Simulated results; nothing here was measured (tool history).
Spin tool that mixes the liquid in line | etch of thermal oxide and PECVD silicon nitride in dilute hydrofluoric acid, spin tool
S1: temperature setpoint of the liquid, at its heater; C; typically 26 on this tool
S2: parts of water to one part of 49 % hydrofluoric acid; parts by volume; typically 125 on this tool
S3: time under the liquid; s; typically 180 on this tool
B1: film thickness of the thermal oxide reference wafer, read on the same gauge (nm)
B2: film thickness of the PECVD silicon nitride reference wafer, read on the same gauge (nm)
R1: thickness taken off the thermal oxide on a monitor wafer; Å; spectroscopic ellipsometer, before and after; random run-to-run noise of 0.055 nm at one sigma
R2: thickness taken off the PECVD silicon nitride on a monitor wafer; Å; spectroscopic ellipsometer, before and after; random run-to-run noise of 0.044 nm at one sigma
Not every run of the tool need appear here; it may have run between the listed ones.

run 1 hour=0 | S1=26 S2=125 S3=180 | B1=70.02 B2=59.97 | R1=73.6 R2=87
-- hour=39.9 hydrofluoric acid flow meter replaced
-- hour=40.7 thermometer replaced
run 2 hour=62.2 | S1=26 S2=125 S3=180 | B1=70 B2=59.99 | R1=75.4 R2=93.6
run 3 hour=194.8 | S1=26 S2=125 S3=180 | B1=69.98 B2=59.97 | R1=75.4 R2=92.8
run 4 hour=263.1 | S1=26 S2=90 S3=180 | B1=70 B2=60.02 | R1=110.3 R2=129.4
-- hour=316.2 gauge calibrated
run 5 hour=350.8 | S1=26 S2=125 S3=180 | B1=69.99 B2=59.98 | R1=75.3 R2=92.3
run 6 hour=431.3 | S1=26 S2=125 S3=180 | B1=69.99 B2=60 | R1=75.1 R2=92
run 7 hour=494 | S1=26 S2=165 S3=220 | B1=69.98 B2=59.97 | R1=66.8 R2=84.9
run 8 hour=577.7 | S1=23 S2=125 S3=180 | B1=70 B2=60.03 | R1=66.4 R2=75.2
run 9 hour=623.2 | S1=26 S2=125 S3=180 | B1=70.03 B2=59.96 | R1=75 R2=91.6
run 10 hour=692.6 | S1=26 S2=175 S3=145 | B1=70 B2=60.03 | R1=39.9 R2=52.5
-- hour=716.3 hydrofluoric acid flow meter replaced
run 11 hour=763.9 | S1=26 S2=125 S3=180 | B1=70 B2=60.01 | R1=75 R2=90.7
run 12 hour=835.1 | S1=26 S2=125 S3=180 | B1=70.03 B2=59.97 | R1=74.7 R2=90
run 13 hour=887.4 | S1=21 S2=185 S3=275 | B1=69.99 B2=59.99 | R1=59 R2=67.9
run 14 hour=947.1 | S1=26 S2=95 S3=180 | B1=69.98 B2=60.02 | R1=102 R2=117.9
run 15 hour=1051 | S1=27.5 S2=70 S3=80 | B1=70.01 B2=59.99 | R1=67.1 R2=78.4
run 16 hour=1141.9 | S1=24 S2=165 S3=245 | B1=70.01 B2=60 | R1=67.8 R2=81.3
run 17 hour=1303.2 | S1=26 S2=70 S3=180 | B1=69.99 B2=60.01 | R1=141.1 R2=156.9
run 18 hour=1356.3 | S1=26 S2=125 S3=180 | B1=69.98 B2=59.97 | R1=72.7 R2=88.6
run 19 hour=1394.6 | S1=28.5 S2=125 S3=140 | B1=69.99 B2=59.98 | R1=63.1 R2=80.8
-- hour=1403 thermometer replaced
run 20 hour=1489.8 | S1=28 S2=105 S3=90 | B1=69.98 B2=59.97 | R1=50.6 R2=62.4
-- hour=1529.5 hydrofluoric acid flow meter replaced
run 21 hour=1582.9 | S1=21.5 S2=140 S3=255 | B1=70.01 B2=59.97 | R1=79.2 R2=87.7
run 22 hour=1623.9 | S1=23.5 S2=170 S3=100 | B1=70 B2=59.99 | R1=26.7 R2=32.4
run 23 hour=1722 | S1=26 S2=125 S3=180 | B1=69.99 B2=60 | R1=75.8 R2=91.7
run 24 hour=1766.1 | S1=26 S2=125 S3=180 | B1=69.99 B2=60 | R1=76.2 R2=91.6
run 25 hour=1861.5 | S1=23.5 S2=125 S3=275 | B1=70.01 B2=59.99 | R1=104.4 R2=119.3

Forecast each of these 4 alternatives for the next run:
run A hour=1862 | S1=26 S2=125 S3=180 | B1=? B2=? | R1=? R2=?
run B hour=1862 | S1=28.5 S2=85 S3=230 | B1=? B2=? | R1=? R2=?
run C hour=1862 | S1=29 S2=75 S3=85 | B1=? B2=? | R1=? R2=?
run D hour=1862 | S1=27.5 S2=75 S3=280 | B1=? B2=? | R1=? R2=?

run=A B1=69.99 B2=60.03 R1=76.5 R2=91.4
run=B B1=69.99 B2=60.03 R1=166.7 R2=201.5
run=C B1=69.99 B2=60.03 R1=72.2 R2=87.1
run=D B1=69.99 B2=60.03 R1=224.3 R2=260.4
Without the tool's hidden state the same runs would have given:
run=A R1=77.5 R2=93.6
run=B R1=169 R2=206.2
run=C R1=73.2 R2=89.1
run=D R1=227.5 R2=266.6
